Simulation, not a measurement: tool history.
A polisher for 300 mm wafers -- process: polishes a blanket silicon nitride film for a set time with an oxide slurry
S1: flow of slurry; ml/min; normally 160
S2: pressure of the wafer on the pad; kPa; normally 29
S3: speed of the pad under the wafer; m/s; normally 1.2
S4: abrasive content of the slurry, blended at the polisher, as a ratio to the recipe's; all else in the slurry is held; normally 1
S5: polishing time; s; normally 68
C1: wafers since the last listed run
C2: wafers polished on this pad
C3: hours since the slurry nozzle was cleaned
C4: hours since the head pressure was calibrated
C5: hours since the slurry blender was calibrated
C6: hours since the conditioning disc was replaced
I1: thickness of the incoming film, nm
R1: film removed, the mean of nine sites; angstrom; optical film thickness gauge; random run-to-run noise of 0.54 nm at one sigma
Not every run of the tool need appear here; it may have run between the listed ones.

run    hour   S1    S2    S3    S4  S5    C1    C2     C3     C4     C5     C6     I1   R1
  1       0  160    29   1.2     1  68     0  1622  501.9  698.7  255.1  109.5  391.7  503
        3.4  -- slurry blender recalibrated
       22.2  -- head pressure recalibrated
  2      40  160    29  1.42     1  68   368  1991  541.9   17.8   36.6  149.5  389.3  627
       66.7  -- slurry nozzle cleaned
  3    87.1  160    29  1.36     1  68   471  2463   20.4   64.9   83.7  196.6  390.8  597
  4   117.6  160    29  1.36     1  68   312  2775   50.9   95.4  114.2  227.1  391.3  579
      135.9  -- worn pad replaced by a new one
  5   184.3  160    29  1.36     1  68   641   495  117.6  162.1  180.9  293.8  383.6  640
  6   216.8  160    29   1.2     1  68   332   828  150.1  194.6  213.4  326.3  389.5  571
      238.8  -- slurry blender recalibrated
  7     258  160    29   1.2     1  68   401  1229  191.3  235.8   19.2  367.5  396.1  553
      279.9  -- conditioning disc replaced and pad reconditioned
  8     294  160    29   1.2     1  68   348  1577  227.3  271.8   55.2   14.1  393.4  539
  9   343.8  160    29   1.2     1  68   509  2087  277.1  321.6    105   63.9  392.7  533
 10   392.1  160    29   1.2     1  68   494  2581  325.4  369.9  153.3  112.2  384.7  525
      439.4  -- worn pad replaced by a new one
      467.3  -- slurry blender recalibrated
 11   561.7  160    29   1.2     1  68  1674  1231    495  539.5   94.4  281.8  397.3  537
      601.3  -- conditioning disc replaced and pad reconditioned
 12   631.9  160    29   1.2     1  68   698  1930  565.2  609.7  164.6   30.6  389.5  507
        639  -- head pressure recalibrated
      668.6  -- worn pad replaced by a new one
 13   669.1  160    29   1.2     1  68   319     5  602.4   30.1  201.8   67.8  390.5  583
      707.8  -- slurry nozzle cleaned
        710  -- slurry blender recalibrated
 14   721.4  160    29   1.2     1  68   504   509   13.6   82.4   11.4  120.1  389.3  575
 15   788.2  160    29   1.2  1.15  78   683  1193   80.4  149.2   78.2  186.9  390.4  682
 16   836.1  190  37.2  1.08     1  59   490  1684  128.3  197.1  126.1  234.8  382.9  575
      895.4  -- worn pad replaced by a new one
 17   902.5  160    29  1.02   0.7  59   638    72  194.7  263.5  192.5  301.2  392.9  362
 18   937.4  160    29   1.2     1  68   357   430  229.6  298.4  227.4  336.1  387.1  556
      967.8  -- conditioning disc replaced and pad reconditioned
      968.6  -- slurry blender recalibrated
 19  1008.7  130    29  1.44     1  68   701  1131  300.9  369.7   40.1   40.9  389.1  613
 20  1053.1  160    29  1.36     1  68   454  1586  345.3  414.1   84.5   85.3  386.5  587
 21  1120.5  145  37.9   1.2     1  92   690  2276  412.7  481.5  151.9  152.7  391.1  899
     1164.4  -- worn pad replaced by a new one
 22    1185  140    29   1.2     1  68   619   210  477.2    546  216.4  217.2  393.7  543
     1197.2  -- slurry blender recalibrated
 23  1239.3  160    29   1.2     1  68   535   745  531.5  600.3   42.1  271.5  396.1  537
     1275.9  -- slurry nozzle cleaned
 24  1278.9  115    29  1.44  1.15  77   395  1140      3  639.9   81.7  311.1  391.1  698
 25    1333  160    29  1.62     1  68   553  1694   57.1    694  135.8  365.2  395.1  647

Forecast each of these 4 alternatives for the next run:
  A  1333.5  160    29   1.2     1  68   5  1699  57.6  694.5  136.3  365.7  384.4   ?
  B  1333.5  160    29  1.58  1.25  68   5  1699  57.6  694.5  136.3  365.7  384.4   ?
  C  1333.5  110  37.2   1.2   1.2  50   5  1699  57.6  694.5  136.3  365.7  384.4   ?
  D  1333.5  160  35.2   1.2     1  68   5  1699  57.6  694.5  136.3  365.7  384.4   ?

run   R1
  A  506
  B  695
  C  490
  D  614
The same runs, with their run-to-run variation unchanged, on a tool lacking any hidden condition would have given:
run   R1
  A  583
  B  800
  C  565
  D  708
